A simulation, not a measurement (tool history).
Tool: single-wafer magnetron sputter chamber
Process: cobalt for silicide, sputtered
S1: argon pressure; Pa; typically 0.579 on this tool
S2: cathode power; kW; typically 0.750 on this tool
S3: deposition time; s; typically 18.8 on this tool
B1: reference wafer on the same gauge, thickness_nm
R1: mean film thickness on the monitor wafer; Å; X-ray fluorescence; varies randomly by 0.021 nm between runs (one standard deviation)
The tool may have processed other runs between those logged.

run 1 hour=0.0 | S1=0.579 S2=0.750 S3=18.8 | B1=7.615 | R1=63.62
run 2 hour=17.6 | S1=0.579 S2=0.750 S3=18.8 | B1=7.618 | R1=63.38
run 3 hour=49.7 | S1=0.579 S2=0.750 S3=18.8 | B1=7.612 | R1=63.55
run 4 hour=75.3 | S1=0.579 S2=0.750 S3=18.8 | B1=7.610 | R1=63.54
run 5 hour=109.9 | S1=0.579 S2=0.750 S3=18.8 | B1=7.616 | R1=63.37
run 6 hour=122.0 | S1=0.579 S2=0.750 S3=18.8 | B1=7.601 | R1=63.38
run 7 hour=143.3 | S1=0.579 S2=0.750 S3=18.8 | B1=7.614 | R1=63.91
run 8 hour=176.8 | S1=0.579 S2=0.750 S3=18.8 | B1=7.599 | R1=63.52
run 9 hour=195.3 | S1=0.579 S2=0.750 S3=18.8 | B1=7.611 | R1=63.60
run 10 hour=212.5 | S1=0.579 S2=0.750 S3=18.8 | B1=7.613 | R1=63.53
run 11 hour=229.5 | S1=0.579 S2=0.750 S3=18.8 | B1=7.605 | R1=63.66
run 12 hour=247.5 | S1=0.579 S2=0.750 S3=18.8 | B1=7.616 | R1=63.18
run 13 hour=275.7 | S1=0.579 S2=0.750 S3=16.7 | B1=7.606 | R1=56.25
run 14 hour=291.3 | S1=0.579 S2=0.750 S3=16.7 | B1=7.614 | R1=56.34
run 15 hour=314.0 | S1=0.579 S2=0.850 S3=15.8 | B1=7.598 | R1=57.83
run 16 hour=365.0 | S1=0.688 S2=0.750 S3=18.8 | B1=7.615 | R1=61.20
run 17 hour=389.3 | S1=0.483 S2=0.800 S3=20.9 | B1=7.612 | R1=76.31
run 18 hour=421.6 | S1=0.579 S2=0.550 S3=18.8 | B1=7.610 | R1=52.55
run 19 hour=439.3 | S1=0.646 S2=0.750 S3=21.7 | B1=7.597 | R1=71.32
run 20 hour=453.4 | S1=0.508 S2=0.700 S3=21.7 | B1=7.605 | R1=71.70
run 21 hour=485.3 | S1=0.772 S2=0.900 S3=18.8 | B1=7.605 | R1=66.70
run 22 hour=520.6 | S1=0.579 S2=0.850 S3=18.8 | B1=7.611 | R1=68.91
run 23 hour=536.4 | S1=0.579 S2=0.750 S3=18.8 | B1=7.610 | R1=63.30
run 24 hour=584.7 | S1=0.579 S2=0.600 S3=15.5 | B1=7.612 | R1=45.51
run 25 hour=619.9 | S1=0.643 S2=0.750 S3=18.8 | B1=7.607 | R1=62.17
run 26 hour=653.9 | S1=0.579 S2=0.750 S3=18.8 | B1=7.616 | R1=63.48
run 27 hour=671.3 | S1=0.476 S2=0.950 S3=18.8 | B1=7.623 | R1=76.70
run 28 hour=695.9 | S1=0.579 S2=0.750 S3=18.8 | B1=7.615 | R1=63.31
run 29 hour=718.7 | S1=0.579 S2=0.800 S3=16.7 | B1=7.613 | R1=58.64

Missing from the log above: 7 entries noted between runs. For each, name the pair of listed runs it sits between and say how the tool's hidden condition differs from the listed run just before to the listed run just after:
In the gap between runs 7 and 8: sputter target and shields replaced (hour 176.3)
  both runs share identical hidden conditions
In the gap between runs 12 and 13: magnet pack replaced (hour 273.3)
  both runs share identical hidden conditions
In the gap between runs 13 and 14: capacitance manometer re-zeroed and calibrated (hour 290.8)
  both runs share identical hidden conditions
In the gap between runs 15 and 16: sputter target and shields replaced (hour 342.0)
  both runs share identical hidden conditions
In the gap between runs 17 and 18: gauge calibrated (hour 393.4)
  both runs share identical hidden conditions
In the gap between runs 21 and 22: sputter target and shields replaced (hour 510.1)
  both runs share identical hidden conditions
In the gap between runs 27 and 28: sputter target and shields replaced (hour 690.9)
  both runs share identical hidden conditions
